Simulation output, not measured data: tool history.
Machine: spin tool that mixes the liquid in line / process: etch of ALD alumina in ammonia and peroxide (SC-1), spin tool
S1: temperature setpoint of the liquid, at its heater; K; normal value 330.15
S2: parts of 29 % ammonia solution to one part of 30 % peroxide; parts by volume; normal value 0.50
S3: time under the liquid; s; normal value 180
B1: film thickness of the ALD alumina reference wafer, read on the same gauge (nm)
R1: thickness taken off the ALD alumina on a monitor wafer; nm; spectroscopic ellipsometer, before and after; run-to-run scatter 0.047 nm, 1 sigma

run   hour      S1    S2   S3     B1     R1
  1    0.0  330.15  0.50  120  40.00   8.75
  2    9.6  330.15  0.50  120  39.99   8.75
  3   27.0  330.15  0.50  180  39.99  13.09
  4   33.4  330.15  0.50  180  39.99  13.08
  5   44.8  330.15  0.50  180  40.00  13.06
      62.3  -- new drum of ammonia solution connected
  6   62.8  332.65  0.50  180  40.00  15.02
      89.5  -- ammonia flow meter replaced
  7   96.2  332.65  0.50  180  39.99  14.93
     110.3  -- gauge calibrated
  8  113.4  339.15  0.50   75  39.98   8.70
  9  125.9  337.15  0.25  180  40.01  17.63
 10  133.0  330.15  0.65   80  40.00   5.94
     139.8  -- heated supply line repaired
 11  146.9  330.15  0.30  220  40.03  19.24
     151.4  -- thermometer replaced
 12  153.1  336.15  0.30  180  39.99  21.45
 13  167.3  330.15  0.50  180  39.98  16.55
 14  183.0  330.15  0.50  265  40.01  24.38
 15  189.8  336.65  0.65   80  40.01  10.55

Forecast each of these 3 alternatives for the next run:
  A  190.3  321.65  0.50  180   ?   ?
  B  190.3  330.15  0.35   95   ?   ?
  C  190.3  335.65  0.40  280   ?   ?

run     B1     R1
  A  40.00  10.45
  B  40.00   8.44
  C  40.00  33.44
The same runs, with their run-to-run variation unchanged, on a tool lacking any hidden condition would have given:
run     R1
  A  10.52
  B   8.49
  C  33.64
